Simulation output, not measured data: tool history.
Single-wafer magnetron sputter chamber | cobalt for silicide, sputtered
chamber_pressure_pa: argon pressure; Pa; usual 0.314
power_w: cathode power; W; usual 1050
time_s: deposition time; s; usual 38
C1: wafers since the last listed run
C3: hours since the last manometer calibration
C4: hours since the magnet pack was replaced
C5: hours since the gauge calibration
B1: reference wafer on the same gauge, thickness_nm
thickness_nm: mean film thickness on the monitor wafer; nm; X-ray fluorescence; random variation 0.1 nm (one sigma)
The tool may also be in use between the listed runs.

run 1 hour=0 | chamber_pressure_pa=0.237 power_w=1050 time_s=38 | C1=0 wafers_on_the_sputter_target=9393 C3=48.9 C4=4874.7 C5=267 | B1=19.523 | thickness_nm=20.88
run 2 hour=66.3 | chamber_pressure_pa=0.237 power_w=1050 time_s=38 | C1=1713 wafers_on_the_sputter_target=11106 C3=115.2 C4=4941 C5=333.3 | B1=19.525 | thickness_nm=21.055
run 3 hour=123 | chamber_pressure_pa=0.237 power_w=1050 time_s=38 | C1=1465 wafers_on_the_sputter_target=12572 C3=171.9 C4=4997.7 C5=390 | B1=19.507 | thickness_nm=21.061
-- hour=134.1 sputter target and shields replaced
run 4 hour=155.1 | chamber_pressure_pa=0.314 power_w=1050 time_s=38 | C1=622 wafers_on_the_sputter_target=541 C3=204 C4=5029.8 C5=422.1 | B1=19.489 | thickness_nm=20.529
run 5 hour=182 | chamber_pressure_pa=0.314 power_w=1050 time_s=38 | C1=695 wafers_on_the_sputter_target=1236 C3=230.9 C4=5056.7 C5=449 | B1=19.515 | thickness_nm=20.543
run 6 hour=243 | chamber_pressure_pa=0.314 power_w=1050 time_s=38 | C1=1576 wafers_on_the_sputter_target=2813 C3=291.9 C4=5117.7 C5=510 | B1=19.487 | thickness_nm=20.48
-- hour=279.9 magnet pack replaced
run 7 hour=284 | chamber_pressure_pa=0.314 power_w=1050 time_s=38 | C1=852 wafers_on_the_sputter_target=3666 C3=332.9 C4=4.1 C5=551 | B1=19.513 | thickness_nm=20.812
run 8 hour=329.6 | chamber_pressure_pa=0.314 power_w=1050 time_s=38 | C1=1178 wafers_on_the_sputter_target=4844 C3=378.5 C4=49.7 C5=596.6 | B1=19.501 | thickness_nm=20.677
run 9 hour=389.4 | chamber_pressure_pa=0.314 power_w=1050 time_s=38 | C1=1545 wafers_on_the_sputter_target=6390 C3=438.3 C4=109.5 C5=656.4 | B1=19.51 | thickness_nm=20.628
run 10 hour=438.1 | chamber_pressure_pa=0.314 power_w=1050 time_s=38 | C1=1258 wafers_on_the_sputter_target=7649 C3=487 C4=158.2 C5=705.1 | B1=19.448 | thickness_nm=20.842
run 11 hour=466.8 | chamber_pressure_pa=0.314 power_w=1050 time_s=38 | C1=741 wafers_on_the_sputter_target=8390 C3=515.7 C4=186.9 C5=733.8 | B1=19.46 | thickness_nm=20.675
run 12 hour=536.4 | chamber_pressure_pa=0.314 power_w=1050 time_s=38 | C1=1798 wafers_on_the_sputter_target=10189 C3=585.3 C4=256.5 C5=803.4 | B1=19.496 | thickness_nm=20.647
-- hour=551.1 capacitance manometer re-zeroed and calibrated, repeated, since the last time left the tool worse
run 13 hour=574 | chamber_pressure_pa=0.314 power_w=1050 time_s=38 | C1=765 wafers_on_the_sputter_target=10954 C3=22.9 C4=294.1 C5=841 | B1=19.446 | thickness_nm=20.12
run 14 hour=634 | chamber_pressure_pa=0.224 power_w=1050 time_s=38 | C1=1550 wafers_on_the_sputter_target=12505 C3=82.9 C4=354.1 C5=901 | B1=19.483 | thickness_nm=21.009
-- hour=709.3 sputter target and shields replaced
run 15 hour=709.8 | chamber_pressure_pa=0.196 power_w=1050 time_s=45.5 | C1=1752 wafers_on_the_sputter_target=14 C3=158.7 C4=429.9 C5=976.8 | B1=19.493 | thickness_nm=25.202
run 16 hour=748.6 | chamber_pressure_pa=0.314 power_w=1050 time_s=38 | C1=1002 wafers_on_the_sputter_target=1016 C3=197.5 C4=468.7 C5=1015.6 | B1=19.493 | thickness_nm=20.365
run 17 hour=803.4 | chamber_pressure_pa=0.314 power_w=1050 time_s=38 | C1=1416 wafers_on_the_sputter_target=2433 C3=252.3 C4=523.5 C5=1070.4 | B1=19.505 | thickness_nm=20.332
run 18 hour=853 | chamber_pressure_pa=0.223 power_w=850 time_s=40.7 | C1=1281 wafers_on_the_sputter_target=3715 C3=301.9 C4=573.1 C5=1120 | B1=19.456 | thickness_nm=19.603
run 19 hour=936.2 | chamber_pressure_pa=0.272 power_w=800 time_s=44 | C1=2150 wafers_on_the_sputter_target=5865 C3=385.1 C4=656.3 C5=1203.2 | B1=19.455 | thickness_nm=20.177
-- hour=1051.2 gauge calibrated
run 20 hour=1107.1 | chamber_pressure_pa=0.439 power_w=1050 time_s=38 | C1=4416 wafers_on_the_sputter_target=10282 C3=556 C4=827.2 C5=55.9 | B1=19.527 | thickness_nm=19.514
run 21 hour=1137.6 | chamber_pressure_pa=0.314 power_w=1050 time_s=38 | C1=788 wafers_on_the_sputter_target=11070 C3=586.5 C4=857.7 C5=86.4 | B1=19.518 | thickness_nm=20.122
-- hour=1186.9 sputter target and shields replaced
run 22 hour=1194.7 | chamber_pressure_pa=0.275 power_w=1250 time_s=31.7 | C1=1268 wafers_on_the_sputter_target=202 C3=643.6 C4=914.8 C5=143.5 | B1=19.509 | thickness_nm=19.189
run 23 hour=1228.7 | chamber_pressure_pa=0.37 power_w=1050 time_s=33.1 | C1=878 wafers_on_the_sputter_target=1081 C3=677.6 C4=948.8 C5=177.5 | B1=19.5 | thickness_nm=17.374
run 24 hour=1258.1 | chamber_pressure_pa=0.314 power_w=1250 time_s=38 | C1=759 wafers_on_the_sputter_target=1841 C3=707 C4=978.2 C5=206.9 | B1=19.508 | thickness_nm=22.79
run 25 hour=1288.4 | chamber_pressure_pa=0.314 power_w=1050 time_s=38 | C1=783 wafers_on_the_sputter_target=2624 C3=737.3 C4=1008.5 C5=237.2 | B1=19.472 | thickness_nm=20.459
run 26 hour=1343.3 | chamber_pressure_pa=0.409 power_w=1150 time_s=38 | C1=1418 wafers_on_the_sputter_target=4043 C3=792.2 C4=1063.4 C5=292.1 | B1=19.454 | thickness_nm=20.869
run 27 hour=1400.4 | chamber_pressure_pa=0.228 power_w=950 time_s=30.9 | C1=1475 wafers_on_the_sputter_target=5518 C3=849.3 C4=1120.5 C5=349.2 | B1=19.487 | thickness_nm=16.091
run 28 hour=1448.2 | chamber_pressure_pa=0.314 power_w=1250 time_s=41.5 | C1=1235 wafers_on_the_sputter_target=6754 C3=897.1 C4=1168.3 C5=397 | B1=19.525 | thickness_nm=24.953
run 29 hour=1497 | chamber_pressure_pa=0.346 power_w=1200 time_s=31.6 | C1=1261 wafers_on_the_sputter_target=8015 C3=945.9 C4=1217.1 C5=445.8 | B1=19.494 | thickness_nm=18.203
run 30 hour=1559.6 | chamber_pressure_pa=0.314 power_w=1050 time_s=38 | C1=1617 wafers_on_the_sputter_target=9633 C3=1008.5 C4=1279.7 C5=508.4 | B1=19.492 | thickness_nm=20.311
run 31 hour=1599.8 | chamber_pressure_pa=0.245 power_w=950 time_s=45.4 | C1=1038 wafers_on_the_sputter_target=10672 C3=1048.7 C4=1319.9 C5=548.6 | B1=19.508 | thickness_nm=23.264
run 32 hour=1659.6 | chamber_pressure_pa=0.347 power_w=1050 time_s=34.5 | C1=1545 wafers_on_the_sputter_target=12217 C3=1108.5 C4=1379.7 C5=608.4 | B1=19.51 | thickness_nm=18.364
-- hour=1679.3 sputter target and shields replaced
run 33 hour=1714.8 | chamber_pressure_pa=0.314 power_w=1050 time_s=35.8 | C1=1219 wafers_on_the_sputter_target=916 C3=1163.7 C4=1434.9 C5=663.6 | B1=19.519 | thickness_nm=19.205
run 34 hour=1784.5 | chamber_pressure_pa=0.369 power_w=1050 time_s=35.4 | C1=1801 wafers_on_the_sputter_target=2718 C3=1233.4 C4=1504.6 C5=733.3 | B1=19.451 | thickness_nm=18.61

Forecast each of these 4 alternatives for the next run:
run A hour=1784.9 | chamber_pressure_pa=0.396 power_w=1050 time_s=38 | C1=10 wafers_on_the_sputter_target=2728 C3=1233.8 C4=1505 C5=733.7 | B1=? | thickness_nm=?
run B hour=1784.9 | chamber_pressure_pa=0.43 power_w=1250 time_s=45.5 | C1=10 wafers_on_the_sputter_target=2728 C3=1233.8 C4=1505 C5=733.7 | B1=? | thickness_nm=?
run C hour=1784.9 | chamber_pressure_pa=0.427 power_w=900 time_s=31.7 | C1=10 wafers_on_the_sputter_target=2728 C3=1233.8 C4=1505 C5=733.7 | B1=? | thickness_nm=?
run D hour=1784.9 | chamber_pressure_pa=0.314 power_w=850 time_s=35.8 | C1=10 wafers_on_the_sputter_target=2728 C3=1233.8 C4=1505 C5=733.7 | B1=? | thickness_nm=?

run=A B1=19.51 thickness_nm=19.916
run=B B1=19.51 thickness_nm=26.439
run=C B1=19.51 thickness_nm=14.963
run=D B1=19.51 thickness_nm=16.934
Without the tool's hidden state the same runs would have given:
run=A thickness_nm=19.679
run=B thickness_nm=26.098
run=C thickness_nm=14.771
run=D thickness_nm=16.776
